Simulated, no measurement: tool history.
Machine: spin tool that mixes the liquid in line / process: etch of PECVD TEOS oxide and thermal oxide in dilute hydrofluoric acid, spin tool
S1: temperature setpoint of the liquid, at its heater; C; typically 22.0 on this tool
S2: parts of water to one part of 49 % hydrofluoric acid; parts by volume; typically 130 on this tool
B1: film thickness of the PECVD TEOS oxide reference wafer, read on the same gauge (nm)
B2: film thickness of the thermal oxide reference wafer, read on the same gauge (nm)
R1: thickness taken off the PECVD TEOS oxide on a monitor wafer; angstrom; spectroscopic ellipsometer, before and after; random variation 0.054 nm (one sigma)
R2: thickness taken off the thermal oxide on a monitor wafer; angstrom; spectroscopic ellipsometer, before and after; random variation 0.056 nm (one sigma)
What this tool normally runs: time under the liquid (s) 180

run 1 day=0.000 | S1=21.0 S2=130 time_under_the_liquid_(s)=180 | B1=50.01 B2=29.98 | R1=113.7 R2=65.8
run 2 day=1.462 | S1=21.0 S2=130 time_under_the_liquid_(s)=180 | B1=50.02 B2=29.99 | R1=115.0 R2=66.0
run 3 day=2.862 | S1=21.0 S2=130 time_under_the_liquid_(s)=180 | B1=50.01 B2=30.04 | R1=115.9 R2=66.5
run 4 day=3.817 | S1=20.5 S2=130 time_under_the_liquid_(s)=180 | B1=49.98 B2=30.00 | R1=113.3 R2=65.1
run 5 day=4.608 | S1=22.0 S2=130 time_under_the_liquid_(s)=180 | B1=49.97 B2=29.98 | R1=120.9 R2=70.0
run 6 day=5.271 | S1=22.0 S2=130 time_under_the_liquid_(s)=180 | B1=49.96 B2=29.99 | R1=120.3 R2=69.3
run 7 day=8.346 | S1=22.0 S2=130 time_under_the_liquid_(s)=180 | B1=50.01 B2=30.02 | R1=107.8 R2=61.7
run 8 day=9.817 | S1=22.0 S2=130 time_under_the_liquid_(s)=220 | B1=49.97 B2=29.96 | R1=134.4 R2=75.9
run 9 day=11.221 | S1=22.0 S2=130 time_under_the_liquid_(s)=180 | B1=50.00 B2=29.99 | R1=109.2 R2=61.9
run 10 day=12.167 | S1=18.0 S2=175 time_under_the_liquid_(s)=180 | B1=49.99 B2=30.04 | R1=66.2 R2=38.7
run 11 day=13.142 | S1=24.5 S2=130 time_under_the_liquid_(s)=215 | B1=50.02 B2=29.93 | R1=144.9 R2=84.2
run 12 day=13.692 | S1=22.0 S2=130 time_under_the_liquid_(s)=180 | B1=50.00 B2=29.99 | R1=109.3 R2=63.5
run 13 day=14.679 | S1=22.0 S2=170 time_under_the_liquid_(s)=95 | B1=49.97 B2=29.98 | R1=42.5 R2=24.5
run 14 day=15.279 | S1=19.0 S2=105 time_under_the_liquid_(s)=105 | B1=49.99 B2=30.01 | R1=71.9 R2=42.0

Between the runs listed above, the log contained 3 entries, not reproduced here. Where in the sequence does each belong, and how does what the log doesn't record of the tool's condition differ from the listed run before to the listed run after?
In the gap between runs 5 and 6: gauge calibrated (day 4.954)
  hydrofluoric acid flow above the setpoint (%): 10 -> 10.2
  the result without the hidden state subtracted from the measured one, R1: +12.4 -> +12.6 angstrom; R2: +7.2 -> +7.2 angstrom
In the gap between runs 6 and 7: hydrofluoric acid flow meter replaced (day 7.379)
  hydrofluoric acid flow above the setpoint (%): 10.2 -> 0.884
  the result without the hidden state subtracted from the measured one, R1: +12.6 -> +1.1 angstrom; R2: +7.2 -> +0.6 angstrom
In the gap between runs 7 and 8: thermometer replaced (day 8.767)
  hydrofluoric acid flow above the setpoint (%): 0.884 -> 1.23
  the result without the hidden state subtracted from the measured one, R1: +1.1 -> +1.8 angstrom; R2: +0.6 -> +1.1 angstrom
